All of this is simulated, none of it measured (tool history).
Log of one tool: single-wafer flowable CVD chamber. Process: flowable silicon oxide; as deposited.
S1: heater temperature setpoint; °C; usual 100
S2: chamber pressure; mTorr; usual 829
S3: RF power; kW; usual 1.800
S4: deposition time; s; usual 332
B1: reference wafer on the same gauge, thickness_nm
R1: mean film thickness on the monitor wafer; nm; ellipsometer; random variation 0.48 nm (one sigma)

| run | hour | S1 | S2 | S3 | S4 | B1 | R1 |
|---|---|---|---|---|---|---|---|
| 1 | 0.0 | 100 | 829 | 1.800 | 332 | 180.073 | 189.037 |
| 2 | 78.6 | 100 | 829 | 1.800 | 332 | 179.964 | 187.966 |
|  | 153.5 | gauge calibrated |
| 3 | 174.2 | 100 | 829 | 1.800 | 332 | 179.941 | 188.290 |
| 4 | 241.7 | 100 | 829 | 1.800 | 332 | 179.988 | 187.700 |
| 5 | 346.8 | 100 | 829 | 1.800 | 332 | 180.144 | 188.108 |
|  | 399.2 | showerhead replaced |
| 6 | 406.0 | 100 | 829 | 1.800 | 332 | 180.184 | 187.344 |
|  | 419.2 | capacitance manometer re-zeroed and calibrated |
|  | 467.6 | thermocouple changed; heater temperature recalibrated |
| 7 | 468.8 | 100 | 829 | 1.800 | 332 | 180.009 | 187.546 |
| 8 | 506.1 | 110 | 829 | 1.580 | 332 | 180.094 | 122.024 |
| 9 | 582.4 | 100 | 829 | 1.690 | 289 | 179.903 | 159.508 |
|  | 648.7 | RF generator calibrated |
| 10 | 649.2 | 100 | 829 | 1.660 | 389 | 179.928 | 217.792 |
| 11 | 693.2 | 100 | 974 | 1.800 | 266 | 179.895 | 178.215 |
|  | 701.8 | gauge calibrated |
| 12 | 753.1 | 105 | 915 | 1.570 | 394 | 179.894 | 195.658 |
| 13 | 791.6 | 100 | 1007 | 1.800 | 396 | 179.969 | 273.494 |
| 14 | 876.0 | 100 | 1007 | 1.800 | 396 | 180.064 | 273.935 |
| 15 | 932.9 | 100 | 829 | 1.800 | 332 | 180.090 | 188.786 |

3 ways to go on from here, each from the tool as it stands after run 15. What would each give?
| A | 933.4 | 100 | 760 | 1.800 | 332 | ? | ? |
| B | 933.4 | 105 | 829 | 1.800 | 295 | ? | ? |
| C | 933.4 | 100 | 932 | 1.615 | 332 | ? | ? |

| run | B1 | R1 |
|---|---|---|
| A | 179.971 | 173.565 |
| B | 179.971 | 138.876 |
| C | 179.971 | 205.627 |
Without the tool's hidden state the same runs would have given:
| run | R1 |
|---|---|
| A | 174.911 |
| B | 139.953 |
| C | 207.222 |

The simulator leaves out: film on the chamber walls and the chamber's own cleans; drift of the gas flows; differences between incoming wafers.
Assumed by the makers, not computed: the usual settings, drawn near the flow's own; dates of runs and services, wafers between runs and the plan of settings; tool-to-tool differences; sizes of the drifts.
